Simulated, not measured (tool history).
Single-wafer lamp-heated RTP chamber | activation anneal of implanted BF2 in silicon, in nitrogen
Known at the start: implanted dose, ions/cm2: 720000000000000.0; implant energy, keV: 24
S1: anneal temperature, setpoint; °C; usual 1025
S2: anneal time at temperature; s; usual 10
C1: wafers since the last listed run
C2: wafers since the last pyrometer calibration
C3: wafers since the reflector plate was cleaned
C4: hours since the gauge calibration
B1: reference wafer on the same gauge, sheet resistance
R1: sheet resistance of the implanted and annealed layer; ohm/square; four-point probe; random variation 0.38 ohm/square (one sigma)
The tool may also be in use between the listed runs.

run	hour	S1	S2	C1	C2	C3	C4	B1	R1
1	0	1004	10	0	1069	5278	180	223.73	206.29
2	11.3	1004	10	175	1244	5453	191.3	224.15	206.49
3	18.9	1025	10	117	1362	5571	198.9	223.94	193.58
4	34.8	1025	10	246	1609	5818	214.8	224	194.61
5	47.5	1025	10	197	1806	6015	227.5	223.92	193.91
6	63.3	1025	10	245	2051	6260	243.3	224.04	193.29
7	76.3	1008	10	201	2253	6462	256.3	224.25	200.94
8	86.3	1008	10	155	2408	6617	266.3	224.03	201.34
9	98.3	1025	10	186	2594	6803	278.3	223.93	193.17
# hour 101.7: gauge calibrated
10	109.5	1025	10	173	2768	6977	7.8	223.98	192.47
11	121.6	999	14	187	2956	7165	19.9	224.08	201.2
12	138.7	1034	8	265	3221	7430	37	224.04	191.44
13	152.8	1036	12	218	3440	7649	51.1	223.99	185.67
# hour 176.2: reflector plate cleaned
14	182.5	1025	7	336	3777	97	80.8	224.16	199.16

Forecast run 15:
# hour 196.7: pyrometer window cleaned and pyrometer calibrated
15	197.9	1025	10	114	18	212	96.2	?	?

Run 15 gave B1 224.04, R1 199.23 ohm/square.
Without the tool's hidden state the same run would have given R1 200.3 ohm/square.

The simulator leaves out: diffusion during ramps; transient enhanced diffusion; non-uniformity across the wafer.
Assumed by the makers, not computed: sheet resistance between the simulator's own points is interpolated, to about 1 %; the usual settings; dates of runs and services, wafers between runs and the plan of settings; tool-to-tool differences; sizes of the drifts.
